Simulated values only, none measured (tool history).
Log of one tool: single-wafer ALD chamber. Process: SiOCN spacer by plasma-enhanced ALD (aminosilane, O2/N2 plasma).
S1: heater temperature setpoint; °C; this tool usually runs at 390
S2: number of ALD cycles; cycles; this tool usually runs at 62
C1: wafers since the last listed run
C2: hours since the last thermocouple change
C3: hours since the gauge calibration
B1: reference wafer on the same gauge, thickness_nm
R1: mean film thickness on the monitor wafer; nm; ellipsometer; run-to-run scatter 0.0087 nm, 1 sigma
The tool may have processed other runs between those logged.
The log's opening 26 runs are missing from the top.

run 27 hour=1339.5 | S1=381 S2=67 | C1=85 C2=543.2 C3=147.0 | B1=3.997 | R1=3.756
run 28 hour=1409.4 | S1=390 S2=53 | C1=190 C2=613.1 C3=216.9 | B1=3.989 | R1=2.977
run 29 hour=1472.5 | S1=399 S2=65 | C1=171 C2=676.2 C3=280.0 | B1=3.989 | R1=3.652
run 30 hour=1505.4 | S1=376 S2=69 | C1=89 C2=709.1 C3=312.9 | B1=3.987 | R1=3.875
run 31 hour=1570.5 | S1=390 S2=62 | C1=177 C2=774.2 C3=378.0 | B1=3.990 | R1=3.483
run 32 hour=1623.8 | S1=397 S2=73 | C1=145 C2=827.5 C3=431.3 | B1=3.987 | R1=4.103
run 33 hour=1665.7 | S1=401 S2=52 | C1=113 C2=869.4 C3=473.2 | B1=3.994 | R1=2.930
run 34 hour=1734.7 | S1=390 S2=66 | C1=187 C2=938.4 C3=542.2 | B1=3.988 | R1=3.712
run 35 hour=1759.4 | S1=404 S2=62 | C1=67 C2=963.1 C3=566.9 | B1=3.994 | R1=3.473
run 36 hour=1807.7 | S1=390 S2=68 | C1=131 C2=1011.4 C3=615.2 | B1=3.993 | R1=3.818
run 37 hour=1866.2 | S1=383 S2=62 | C1=159 C2=1069.9 C3=673.7 | B1=3.988 | R1=3.476
run 38 hour=1922.4 | S1=390 S2=62 | C1=152 C2=1126.1 C3=729.9 | B1=3.990 | R1=3.487
run 39 hour=1949.0 | S1=404 S2=52 | C1=72 C2=1152.7 C3=756.5 | B1=3.992 | R1=2.911
run 40 hour=1976.4 | S1=384 S2=65 | C1=74 C2=1180.1 C3=783.9 | B1=3.988 | R1=3.631
run 41 hour=2017.3 | S1=379 S2=71 | C1=111 C2=1221.0 C3=824.8 | B1=3.993 | R1=3.972
run 42 hour=2064.7 | S1=390 S2=62 | C1=128 C2=1268.4 C3=872.2 | B1=3.997 | R1=3.482

Each row is a separate what-if for the run after 42, all from the same tool condition, not one after another. Results?
run A hour=2065.2 | S1=390 S2=62 | C1=1 C2=1268.9 C3=872.7 | B1=? | R1=?
run B hour=2065.2 | S1=390 S2=52 | C1=1 C2=1268.9 C3=872.7 | B1=? | R1=?
run C hour=2065.2 | S1=378 S2=69 | C1=1 C2=1268.9 C3=872.7 | B1=? | R1=?

run=A B1=3.984 R1=3.484
run=B B1=3.984 R1=2.922
run=C B1=3.984 R1=3.877
Without the tool's unlogged condition, the same runs would have read:
run=A R1=3.484
run=B R1=2.922
run=C R1=3.877
